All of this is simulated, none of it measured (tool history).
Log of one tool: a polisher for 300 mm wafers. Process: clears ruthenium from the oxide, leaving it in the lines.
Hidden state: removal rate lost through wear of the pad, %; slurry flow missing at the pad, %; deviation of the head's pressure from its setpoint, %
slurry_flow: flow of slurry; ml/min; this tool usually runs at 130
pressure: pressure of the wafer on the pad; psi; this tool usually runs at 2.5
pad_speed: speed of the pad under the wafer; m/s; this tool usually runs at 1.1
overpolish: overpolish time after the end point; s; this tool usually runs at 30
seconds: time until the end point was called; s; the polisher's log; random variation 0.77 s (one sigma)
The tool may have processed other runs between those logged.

run	hour	slurry_flow	pressure	pad_speed	overpolish	wafers since the last listed run	wafers polished on this pad	hours since the slurry nozzle was cleaned	hours since the head pressure was calibrated	incoming thickness of the incoming film, nm	seconds
1	0	130	2.5	1.1	30	0	668	198.1	337	121.1	70.2
2	28.3	130	2.5	1.1	30	232	900	226.4	365.3	119	67.5
# hour 47.8: worn pad replaced by a new one
3	125.6	130	2.5	1.1	30	765	638	323.7	462.6	119.1	67.3
4	141.1	130	2.9	1.26	30	127	765	339.2	478.1	120.3	56.4
# hour 165: worn pad replaced by a new one
5	171.6	130	2.9	1.26	30	217	54	369.7	508.6	120.3	56.3
6	199.7	145	2.5	1.1	30	230	284	397.8	536.7	118.2	69.9
7	251.5	145	2.5	1.1	30	424	709	449.6	588.5	121.2	69.4
# hour 263.9: head pressure recalibrated
8	279.1	145	2.5	1.1	30	209	919	477.2	15.2	118.3	67.8
# hour 301.6: worn pad replaced by a new one, of another model than before
9	332.1	130	2.5	1.1	30	401	250	530.2	68.2	119.2	76.6
10	356.1	130	2.5	1.1	30	196	447	554.2	92.2	120	77.1
11	371.2	130	3.2	1.1	30	123	571	569.3	107.3	120.1	69.2
12	392.4	95	3.3	0.72	46	173	744	590.5	128.5	119	102.8
# hour 401.1: slurry nozzle cleaned
# hour 418.1: worn pad replaced by a new one
13	428.1	165	2.5	1.1	30	251	81	27	164.2	119.7	64.4
14	441.4	105	1.9	1.1	23	109	191	40.3	177.5	120.4	80.4
15	454.4	145	2.5	1.1	30	106	297	53.3	190.5	119.8	67.6
16	475.6	85	1.6	0.96	36	173	471	74.5	211.7	121	101.7
17	491.7	95	2.5	0.98	30	132	603	90.6	227.8	119	81
18	524.8	130	3	1.1	12	271	874	123.7	260.9	121.4	62.3
# hour 539.3: worn pad replaced by a new one
19	544.8	170	2.5	1.1	30	131	45	143.7	280.9	119.8	64.3
20	575.3	130	2.5	1.1	30	250	295	174.2	311.4	119.5	68.7
21	608.8	155	3.1	0.74	20	274	569	207.7	344.9	121.2	76.8

Predict each of these 4 candidate next runs independently; none follows another, all start after run 21:
A	609.2	130	2.5	1.1	30	3	573	208.1	345.3	118.4	?
B	609.2	130	3.2	1.1	35	3	573	208.1	345.3	118.4	?
C	609.2	130	2.5	1.3	42	3	573	208.1	345.3	118.4	?
D	609.2	130	2.9	1.1	30	3	573	208.1	345.3	118.4	?

run	seconds
A	67.6
B	60.1
C	60.1
D	63.1
The same runs, with their run-to-run variation unchanged, on a tool lacking any hidden condition would have given:
run	seconds
A	64.9
B	57.7
C	57.7
D	60.6
